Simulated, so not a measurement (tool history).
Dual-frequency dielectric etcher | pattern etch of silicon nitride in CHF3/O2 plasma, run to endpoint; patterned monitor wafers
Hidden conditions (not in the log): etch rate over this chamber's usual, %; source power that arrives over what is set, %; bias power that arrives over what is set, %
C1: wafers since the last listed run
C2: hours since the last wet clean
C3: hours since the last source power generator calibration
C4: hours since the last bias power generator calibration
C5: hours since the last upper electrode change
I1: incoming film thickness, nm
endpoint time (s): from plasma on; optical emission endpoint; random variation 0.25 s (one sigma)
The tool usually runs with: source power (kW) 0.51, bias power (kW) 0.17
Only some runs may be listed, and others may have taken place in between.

{"run": 1, "hour": 0.0, "source power (kW)": 0.51, "bias power (kW)": 0.17, "C1": 0, "C2": 304.9, "C3": 1535.8, "C4": 3148.9, "C5": 5493.8, "I1": 86.2, "endpoint time (s)": 60.1}
{"run": 2, "hour": 34.3, "source power (kW)": 0.51, "bias power (kW)": 0.17, "C1": 412, "C2": 339.2, "C3": 1570.1, "C4": 3183.2, "C5": 5528.1, "I1": 86.5, "endpoint time (s)": 60.1}
{"run": 3, "hour": 60.9, "source power (kW)": 0.51, "bias power (kW)": 0.17, "C1": 319, "C2": 365.8, "C3": 1596.7, "C4": 3209.8, "C5": 5554.7, "I1": 86.5, "endpoint time (s)": 60}
{"run": 4, "hour": 89.3, "source power (kW)": 0.51, "bias power (kW)": 0.17, "C1": 341, "C2": 394.2, "C3": 1625.1, "C4": 3238.2, "C5": 5583.1, "I1": 85.7, "endpoint time (s)": 59.8}
{"run": 5, "hour": 121.0, "source power (kW)": 0.51, "bias power (kW)": 0.17, "C1": 380, "C2": 425.9, "C3": 1656.8, "C4": 3269.9, "C5": 5614.8, "I1": 86.9, "endpoint time (s)": 60.4}
{"run": 6, "hour": 139.2, "source power (kW)": 0.51, "bias power (kW)": 0.17, "C1": 218, "C2": 444.1, "C3": 1675, "C4": 3288.1, "C5": 5633, "I1": 86.1, "endpoint time (s)": 60.1}
{"run": 7, "hour": 172.4, "source power (kW)": 0.51, "bias power (kW)": 0.17, "C1": 398, "C2": 477.3, "C3": 1708.2, "C4": 3321.3, "C5": 5666.2, "I1": 85.7, "endpoint time (s)": 59.7}
{"hour": 230.0, "done": "wet clean of the chamber"}
{"hour": 252.0, "done": "bias power generator calibrated"}
{"run": 8, "hour": 255.2, "source power (kW)": 0.51, "bias power (kW)": 0.17, "C1": 658, "C2": 25.2, "C3": 1791, "C4": 3.2, "C5": 5749, "I1": 87.1, "endpoint time (s)": 60.6}
{"run": 9, "hour": 287.4, "source power (kW)": 0.51, "bias power (kW)": 0.17, "C1": 386, "C2": 57.4, "C3": 1823.2, "C4": 35.4, "C5": 5781.2, "I1": 87.4, "endpoint time (s)": 60.3}
{"run": 10, "hour": 321.3, "source power (kW)": 0.51, "bias power (kW)": 0.17, "C1": 407, "C2": 91.3, "C3": 1857.1, "C4": 69.3, "C5": 5815.1, "I1": 86.6, "endpoint time (s)": 60.6}
{"run": 11, "hour": 344.9, "source power (kW)": 0.51, "bias power (kW)": 0.17, "C1": 283, "C2": 114.9, "C3": 1880.7, "C4": 92.9, "C5": 5838.7, "I1": 86.2, "endpoint time (s)": 60.2}
{"run": 12, "hour": 373.1, "source power (kW)": 0.51, "bias power (kW)": 0.17, "C1": 338, "C2": 143.1, "C3": 1908.9, "C4": 121.1, "C5": 5866.9, "I1": 85.4, "endpoint time (s)": 59.7}
{"run": 13, "hour": 403.0, "source power (kW)": 0.51, "bias power (kW)": 0.17, "C1": 359, "C2": 173, "C3": 1938.8, "C4": 151, "C5": 5896.8, "I1": 86.8, "endpoint time (s)": 60.7}
{"run": 14, "hour": 429.3, "source power (kW)": 0.51, "bias power (kW)": 0.17, "C1": 315, "C2": 199.3, "C3": 1965.1, "C4": 177.3, "C5": 5923.1, "I1": 86.3, "endpoint time (s)": 60.4}
{"run": 15, "hour": 448.4, "source power (kW)": 0.51, "bias power (kW)": 0.17, "C1": 229, "C2": 218.4, "C3": 1984.2, "C4": 196.4, "C5": 5942.2, "I1": 86, "endpoint time (s)": 60.2}
{"run": 16, "hour": 484.0, "source power (kW)": 0.51, "bias power (kW)": 0.17, "C1": 427, "C2": 254, "C3": 2019.8, "C4": 232, "C5": 5977.8, "I1": 86.6, "endpoint time (s)": 60.7}
{"run": 17, "hour": 519.4, "source power (kW)": 0.51, "bias power (kW)": 0.17, "C1": 425, "C2": 289.4, "C3": 2055.2, "C4": 267.4, "C5": 6013.2, "I1": 86.2, "endpoint time (s)": 60.2}
{"run": 18, "hour": 610.4, "source power (kW)": 0.44, "bias power (kW)": 0.131, "C1": 1093, "C2": 380.4, "C3": 2146.2, "C4": 358.4, "C5": 6104.2, "I1": 86.6, "endpoint time (s)": 68.6}
{"run": 19, "hour": 649.1, "source power (kW)": 0.51, "bias power (kW)": 0.17, "C1": 464, "C2": 419.1, "C3": 2184.9, "C4": 397.1, "C5": 6142.9, "I1": 86.4, "endpoint time (s)": 60.4}
{"hour": 675.1, "done": "source power generator calibrated"}
{"hour": 684.5, "done": "wet clean of the chamber"}
{"run": 20, "hour": 685.0, "source power (kW)": 0.45, "bias power (kW)": 0.211, "C1": 269, "C2": 0.5, "C3": 9.9, "C4": 433, "C5": 6178.8, "I1": 86.2, "endpoint time (s)": 58.3}
{"run": 21, "hour": 698.6, "source power (kW)": 0.43, "bias power (kW)": 0.17, "C1": 163, "C2": 14.1, "C3": 23.5, "C4": 446.6, "C5": 6192.4, "I1": 86.1, "endpoint time (s)": 63.6}
{"hour": 752.2, "done": "upper electrode replaced"}
{"run": 22, "hour": 752.7, "source power (kW)": 0.51, "bias power (kW)": 0.17, "C1": 361, "C2": 68.2, "C3": 77.6, "C4": 500.7, "C5": 0.5, "I1": 85.9, "endpoint time (s)": 60}
{"run": 23, "hour": 753.0, "source power (kW)": 0.51, "bias power (kW)": 0.17, "C1": 3, "C2": 68.5, "C3": 77.9, "C4": 501, "C5": 0.8, "I1": 85.9, "endpoint time (s)": 60.1}
{"run": 24, "hour": 782.1, "source power (kW)": 0.61, "bias power (kW)": 0.14, "C1": 349, "C2": 97.6, "C3": 107, "C4": 530.1, "C5": 29.9, "I1": 86.8, "endpoint time (s)": 60.5}
{"run": 25, "hour": 801.6, "source power (kW)": 0.41, "bias power (kW)": 0.202, "C1": 234, "C2": 117.1, "C3": 126.5, "C4": 549.6, "C5": 49.4, "I1": 85.9, "endpoint time (s)": 60.7}
{"run": 26, "hour": 823.9, "source power (kW)": 0.51, "bias power (kW)": 0.17, "C1": 267, "C2": 139.4, "C3": 148.8, "C4": 571.9, "C5": 71.7, "I1": 86.2, "endpoint time (s)": 59.7}
{"run": 27, "hour": 856.4, "source power (kW)": 0.47, "bias power (kW)": 0.204, "C1": 390, "C2": 171.9, "C3": 181.3, "C4": 604.4, "C5": 104.2, "I1": 85, "endpoint time (s)": 57.9}
{"run": 28, "hour": 887.1, "source power (kW)": 0.46, "bias power (kW)": 0.145, "C1": 368, "C2": 202.6, "C3": 212, "C4": 635.1, "C5": 134.9, "I1": 85.7, "endpoint time (s)": 65}
{"run": 29, "hour": 902.1, "source power (kW)": 0.51, "bias power (kW)": 0.17, "C1": 180, "C2": 217.6, "C3": 227, "C4": 650.1, "C5": 149.9, "I1": 85.6, "endpoint time (s)": 59.8}
{"run": 30, "hour": 931.9, "source power (kW)": 0.51, "bias power (kW)": 0.182, "C1": 357, "C2": 247.4, "C3": 256.8, "C4": 679.9, "C5": 179.7, "I1": 84.9, "endpoint time (s)": 58}
{"run": 31, "hour": 981.7, "source power (kW)": 0.57, "bias power (kW)": 0.17, "C1": 598, "C2": 297.2, "C3": 306.6, "C4": 729.7, "C5": 229.5, "I1": 86.5, "endpoint time (s)": 57.9}
{"run": 32, "hour": 1000.3, "source power (kW)": 0.51, "bias power (kW)": 0.17, "C1": 223, "C2": 315.8, "C3": 325.2, "C4": 748.3, "C5": 248.1, "I1": 86.7, "endpoint time (s)": 60}
{"run": 33, "hour": 1027.3, "source power (kW)": 0.56, "bias power (kW)": 0.184, "C1": 324, "C2": 342.8, "C3": 352.2, "C4": 775.3, "C5": 275.1, "I1": 85.6, "endpoint time (s)": 56.4}
{"run": 34, "hour": 1063.2, "source power (kW)": 0.51, "bias power (kW)": 0.17, "C1": 431, "C2": 378.7, "C3": 388.1, "C4": 811.2, "C5": 311, "I1": 85.8, "endpoint time (s)": 59.8}
{"run": 35, "hour": 1095.7, "source power (kW)": 0.44, "bias power (kW)": 0.139, "C1": 390, "C2": 411.2, "C3": 420.6, "C4": 843.7, "C5": 343.5, "I1": 86.3, "endpoint time (s)": 67.5}
{"run": 36, "hour": 1129.3, "source power (kW)": 0.45, "bias power (kW)": 0.141, "C1": 403, "C2": 444.8, "C3": 454.2, "C4": 877.3, "C5": 377.1, "I1": 87, "endpoint time (s)": 67.6}

How the hidden state differs across the entries between the runs, from the last listed run before each to the first after it:
In the gap between runs 7 and 8: wet clean of the chamber (hour 230); bias power generator calibrated (hour 252)
  both runs share identical hidden conditions
In the gap between runs 19 and 20: source power generator calibrated (hour 675.1); wet clean of the chamber (hour 684.5)
  both runs share identical hidden conditions
In the gap between runs 21 and 22: upper electrode replaced (hour 752.2)
  both runs share identical hidden conditions
